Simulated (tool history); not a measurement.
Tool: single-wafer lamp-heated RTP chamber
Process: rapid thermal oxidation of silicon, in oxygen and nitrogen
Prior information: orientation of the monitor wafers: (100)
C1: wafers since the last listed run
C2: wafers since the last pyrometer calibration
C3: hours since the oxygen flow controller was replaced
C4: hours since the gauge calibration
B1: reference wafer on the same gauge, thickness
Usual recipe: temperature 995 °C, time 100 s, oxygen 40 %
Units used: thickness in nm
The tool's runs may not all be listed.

Run 1, hour 0.0: usual settings; C1 0; C2 3806; C3 3217.7; C4 134.5; B1 4.874. Result: thickness 4.747 nm.
Run 2, hour 13.4: usual settings but time 86 s; C1 94; C2 3900; C3 3231.1; C4 147.9; B1 4.885. Result: thickness 4.395 nm.
Run 3, hour 25.5: usual settings but time 86 s; C1 85; C2 3985; C3 3243.2; C4 160.0; B1 4.879. Result: thickness 4.396 nm.
Run 4, hour 41.5: usual settings but temperature 975 °C, oxygen 28 %; C1 112; C2 4098; C3 3259.2; C4 176.0; B1 4.876. Result: thickness 3.676 nm.
Run 5, hour 65.7: usual settings but temperature 975 °C, oxygen 28 %; C1 170; C2 4268; C3 3283.4; C4 200.2; B1 4.881. Result: thickness 3.654 nm.
Run 6, hour 83.9: usual settings; C1 128; C2 4396; C3 3301.6; C4 218.4; B1 4.878. Result: thickness 4.708 nm.
Run 7, hour 99.3: usual settings; C1 108; C2 4505; C3 3317.0; C4 233.8; B1 4.879. Result: thickness 4.711 nm.
Run 8, hour 115.2: usual settings; C1 111; C2 4617; C3 3332.9; C4 249.7; B1 4.881. Result: thickness 4.689 nm.
Run 9, hour 144.0: usual settings but time 149 s; C1 202; C2 4820; C3 3361.7; C4 278.5; B1 4.881. Result: thickness 5.633 nm.
At hour 156.7: pyrometer window cleaned and pyrometer calibrated.
Run 10, hour 164.0: usual settings; C1 84; C2 51; C3 3381.7; C4 298.5; B1 4.881. Result: thickness 4.697 nm.
At hour 185.7: oxygen flow controller replaced.
Run 11, hour 186.2: usual settings but temperature 970 °C, oxygen 20 %; C1 99; C2 151; C3 0.5; C4 320.7; B1 4.880. Result: thickness 3.253 nm.
Run 12, hour 212.3: usual settings; C1 183; C2 334; C3 26.6; C4 346.8; B1 4.879. Result: thickness 4.704 nm.
At hour 239.4: gauge calibrated.
Run 13, hour 241.7: usual settings but time 69 s, oxygen 56 %; C1 206; C2 541; C3 56.0; C4 2.3; B1 4.881. Result: thickness 4.512 nm.
Run 14, hour 267.1: usual settings but temperature 984 °C, oxygen 18 %; C1 178; C2 720; C3 81.4; C4 27.7; B1 4.880. Result: thickness 3.410 nm.
Run 15, hour 281.9: usual settings but oxygen 17 %; C1 104; C2 824; C3 96.2; C4 42.5; B1 4.880. Result: thickness 3.613 nm.
Run 16, hour 298.7: usual settings; C1 118; C2 943; C3 113.0; C4 59.3; B1 4.883. Result: thickness 4.718 nm.
Run 17, hour 330.8: usual settings but oxygen 66 %; C1 225; C2 1168; C3 145.1; C4 91.4; B1 4.883. Result: thickness 5.590 nm.

Exercise: give the hidden state of the tool at every run:
true wafer temperature minus pyrometer reading, K: 0 across all the runs
deviation of the oxygen flow from its setpoint, %: 0 across all the runs
gauge reads high (%): 0 across all the runs
